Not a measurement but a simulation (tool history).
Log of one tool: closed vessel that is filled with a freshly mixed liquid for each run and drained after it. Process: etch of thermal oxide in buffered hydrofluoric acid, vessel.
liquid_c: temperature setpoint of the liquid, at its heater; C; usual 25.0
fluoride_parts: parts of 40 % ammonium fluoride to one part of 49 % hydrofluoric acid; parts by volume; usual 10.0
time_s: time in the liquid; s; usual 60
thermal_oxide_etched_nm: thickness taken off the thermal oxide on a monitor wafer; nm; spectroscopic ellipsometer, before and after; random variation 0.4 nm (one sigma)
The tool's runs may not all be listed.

| run | hour | liquid_c | fluoride_parts | time_s | wafers since the last listed run | hours since the thermometer was replaced | hours since the hydrofluoric acid flow meter was replaced | hours since the gauge calibration | read-back film thickness of the thermal oxide reference wafer, read on the same gauge (nm) | thermal_oxide_etched_nm |
|---|---|---|---|---|---|---|---|---|---|---|
| 1 | 0.0 | 25.0 | 10.0 | 60 | 0 | 2161.3 | 1644.6 | 207.4 | 100.00 | 65.10 |
| 2 | 20.7 | 25.0 | 10.0 | 60 | 2011 | 2182.0 | 1665.3 | 228.1 | 100.03 | 66.03 |
| 3 | 37.1 | 25.0 | 10.0 | 60 | 1594 | 2198.4 | 1681.7 | 244.5 | 100.03 | 64.66 |
| 4 | 57.0 | 25.0 | 8.0 | 60 | 1934 | 2218.3 | 1701.6 | 264.4 | 100.03 | 78.44 |
| 5 | 78.9 | 22.5 | 10.0 | 60 | 2128 | 2240.2 | 1723.5 | 286.3 | 99.98 | 56.55 |
| 6 | 108.8 | 22.5 | 10.0 | 60 | 2906 | 2270.1 | 1753.4 | 316.2 | 99.99 | 56.35 |
| 7 | 126.8 | 22.5 | 10.0 | 60 | 1749 | 2288.1 | 1771.4 | 334.2 | 99.99 | 56.23 |
| 8 | 139.9 | 28.5 | 10.0 | 60 | 1273 | 2301.2 | 1784.5 | 347.3 | 99.97 | 78.35 |
| 9 | 159.5 | 28.5 | 10.0 | 60 | 1905 | 2320.8 | 1804.1 | 366.9 | 100.02 | 78.53 |
| 10 | 176.6 | 28.5 | 10.0 | 60 | 1662 | 2337.9 | 1821.2 | 384.0 | 100.01 | 78.36 |
| 11 | 201.3 | 25.0 | 11.5 | 60 | 2400 | 2362.6 | 1845.9 | 408.7 | 100.04 | 56.13 |
| 12 | 216.7 | 25.0 | 11.0 | 40 | 1496 | 2378.0 | 1861.3 | 424.1 | 100.02 | 39.21 |
| 13 | 249.1 | 27.0 | 11.5 | 60 | 3149 | 2410.4 | 1893.7 | 456.5 | 100.00 | 62.29 |
| 14 | 279.3 | 25.0 | 10.0 | 60 | 2935 | 2440.6 | 1923.9 | 486.7 | 99.98 | 64.05 |
| 15 | 291.4 | 28.0 | 10.0 | 90 | 1176 | 2452.7 | 1936.0 | 498.8 | 100.02 | 111.82 |
|  | 305.9 | thermometer replaced |
| 16 | 318.1 | 25.0 | 10.0 | 60 | 2497 | 12.2 | 1962.7 | 525.5 | 99.98 | 64.17 |
|  | 337.2 | gauge calibrated |
| 17 | 349.8 | 27.0 | 9.0 | 40 | 3081 | 43.9 | 1994.4 | 12.6 | 100.00 | 53.13 |
| 18 | 376.6 | 25.0 | 13.5 | 60 | 2604 | 70.7 | 2021.2 | 39.4 | 100.00 | 47.65 |
| 19 | 399.7 | 28.5 | 6.5 | 70 | 2245 | 93.8 | 2044.3 | 62.5 | 100.02 | 135.82 |
|  | 414.0 | hydrofluoric acid flow meter replaced |
| 20 | 414.5 | 25.0 | 11.0 | 40 | 1341 | 108.6 | 0.5 | 77.3 | 100.00 | 42.06 |
| 21 | 435.7 | 25.0 | 10.0 | 90 | 2060 | 129.8 | 21.7 | 98.5 | 99.99 | 104.78 |
| 22 | 462.7 | 28.5 | 6.5 | 70 | 2624 | 156.8 | 48.7 | 125.5 | 99.98 | 147.19 |
| 23 | 498.4 | 22.0 | 6.0 | 45 | 3469 | 192.5 | 84.4 | 161.2 | 100.04 | 71.10 |
| 24 | 522.9 | 25.0 | 10.0 | 90 | 2381 | 217.0 | 108.9 | 185.7 | 100.01 | 104.06 |

The tool's hidden state at each run:
liquid colder than its thermometer reads (K): 0 in every run
gauge reads high (%): 0 in every run
H1: hydrofluoric acid flow below the setpoint (%)
| run | H1 |
|---|---|
| 1 | 8.01 |
| 2 | 8.11 |
| 3 | 8.19 |
| 4 | 8.29 |
| 5 | 8.39 |
| 6 | 8.54 |
| 7 | 8.63 |
| 8 | 8.69 |
| 9 | 8.78 |
| 10 | 8.87 |
| 11 | 8.99 |
| 12 | 9.06 |
| 13 | 9.22 |
| 14 | 9.36 |
| 15 | 9.42 |
| 16 | 9.55 |
| 17 | 9.7 |
| 18 | 9.83 |
| 19 | 9.95 |
| 20 | 1.08 |
| 21 | 1.18 |
| 22 | 1.31 |
| 23 | 1.48 |
| 24 | 1.6 |
